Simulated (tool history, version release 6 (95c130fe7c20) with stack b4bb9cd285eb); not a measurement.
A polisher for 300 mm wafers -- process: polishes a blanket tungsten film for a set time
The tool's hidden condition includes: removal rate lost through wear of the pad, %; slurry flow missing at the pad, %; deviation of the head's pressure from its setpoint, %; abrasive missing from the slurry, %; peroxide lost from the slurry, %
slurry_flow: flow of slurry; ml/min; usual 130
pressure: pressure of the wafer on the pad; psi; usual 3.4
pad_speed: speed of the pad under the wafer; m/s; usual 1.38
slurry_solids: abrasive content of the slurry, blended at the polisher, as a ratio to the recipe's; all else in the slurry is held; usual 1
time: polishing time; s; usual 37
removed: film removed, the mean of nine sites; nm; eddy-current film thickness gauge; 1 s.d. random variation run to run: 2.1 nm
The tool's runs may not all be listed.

run	hour	slurry_flow	pressure	pad_speed	slurry_solids	time	wafers since the last listed run	wafers polished on this pad	hours since the slurry nozzle was cleaned	hours since the head pressure was calibrated	hours since the slurry blender was calibrated	hours since the slurry got fresh peroxide	incoming thickness of the incoming film, nm	removed
1	0	130	2.7	1.38	1	37	0	669	491.7	613.6	107.4	4.7	1314.8	138
# hour 10.4: worn pad replaced by a new one
2	14.2	130	3.4	1.38	1	43	125	46	505.9	627.8	121.6	18.9	1304.5	183.3
3	23.5	130	3.4	1.38	1	43	114	161	515.2	637.1	130.9	28.2	1323.8	182.6
4	38.9	130	3.4	1.38	1	43	190	351	530.6	652.5	146.3	43.6	1303.4	182.7
# hour 43.6: slurry nozzle cleaned
5	50.5	130	3.4	1.38	1	37	130	482	6.9	664.1	157.9	55.2	1321.6	155.3
# hour 56.5: head pressure recalibrated
6	63	130	3.4	1.38	1	37	129	612	19.4	6.5	170.4	67.7	1325.1	152.4
# hour 69.8: slurry tank refilled with fresh slurry and peroxide
# hour 72.8: worn pad replaced by a new one, repeated, since the last time left the tool worse
7	80.1	130	3.4	1.38	1	37	162	90	36.5	23.6	187.5	10.3	1333.9	180.9
8	91.3	130	3.4	1.38	1	37	138	228	47.7	34.8	198.7	21.5	1328.6	178.8
9	103.9	130	3.4	1.38	1	37	155	384	60.3	47.4	211.3	34.1	1328	176.9
10	111.7	130	3.4	0.96	1.25	37	96	480	68.1	55.2	219.1	41.9	1346.7	127.6
11	117.9	130	3.4	1.58	1	32	76	557	74.3	61.4	225.3	48.1	1330.4	171.7
12	128.8	95	4.4	1.78	1	37	134	691	85.2	72.3	236.2	59	1303	279.4
# hour 137.9: slurry blender recalibrated
# hour 140.3: slurry tank refilled with fresh slurry and peroxide
# hour 140.9: worn pad replaced by a new one
13	141.4	130	3.4	1.38	1	25	110	6	97.8	84.9	3.5	1.1	1323.4	119
14	149.8	95	4.4	1.78	1	37	103	110	106.2	93.3	11.9	9.5	1345.2	289.4
15	163.5	170	3.4	1.16	0.85	43	169	279	119.9	107	25.6	23.2	1318.1	175.2
16	179.2	155	3.4	1.38	0.8	41	193	472	135.6	122.7	41.3	38.9	1318.2	190.5
17	186.5	130	3.4	1.38	1	37	90	563	142.9	130	48.6	46.2	1343.7	171.3
18	196.4	105	3.4	1.04	0.85	30	122	685	152.8	139.9	58.5	56.1	1327.5	97.4
19	211.1	150	4.2	1.38	1	37	181	866	167.5	154.6	73.2	70.8	1301.7	210.5
# hour 214.3: slurry tank refilled with fresh slurry and peroxide
# hour 219.7: worn pad replaced by a new one
20	220.1	130	3.4	1.8	1	37	49	5	176.5	163.6	82.2	5.8	1324.3	238.1
21	233.5	130	3.4	1.38	1	37	165	170	189.9	177	95.6	19.2	1323.9	177
22	243.1	130	3.4	1.38	1	37	118	289	199.5	186.6	105.2	28.8	1329.1	176.5
23	252.9	155	4.6	1.08	1	28	120	410	209.3	196.4	115	38.6	1324.3	143.6
24	270.9	130	3.4	1.38	1	37	222	632	227.3	214.4	133	56.6	1321.8	173.4
# hour 282.3: slurry tank refilled with fresh slurry and peroxide
# hour 283.2: worn pad replaced by a new one
25	283.7	160	4.4	1.38	1	37	134	6	240.1	227.2	145.8	1.4	1327	233.9
26	293.1	130	3.4	1.38	1.25	37	116	122	249.5	236.6	155.2	10.8	1291.1	183.4

4 ways to go on from here, each from the tool as it stands after run 26. What would each give?
A	293.5	130	3.4	1.38	1	37	4	127	249.9	237	155.6	11.2	1325.6	?
B	293.5	130	3.4	1.38	0.8	37	4	127	249.9	237	155.6	11.2	1325.6	?
C	293.5	130	3.4	1.66	1	37	4	127	249.9	237	155.6	11.2	1325.6	?
D	293.5	155	3.4	1.38	0.85	28	4	127	249.9	237	155.6	11.2	1325.6	?

run	removed
A	177
B	170.3
C	212.8
D	132.9
Take away the tool's hidden state, keep each run's random variation, and the runs would have read:
run	removed
A	179.4
B	172.7
C	215.7
D	134.7

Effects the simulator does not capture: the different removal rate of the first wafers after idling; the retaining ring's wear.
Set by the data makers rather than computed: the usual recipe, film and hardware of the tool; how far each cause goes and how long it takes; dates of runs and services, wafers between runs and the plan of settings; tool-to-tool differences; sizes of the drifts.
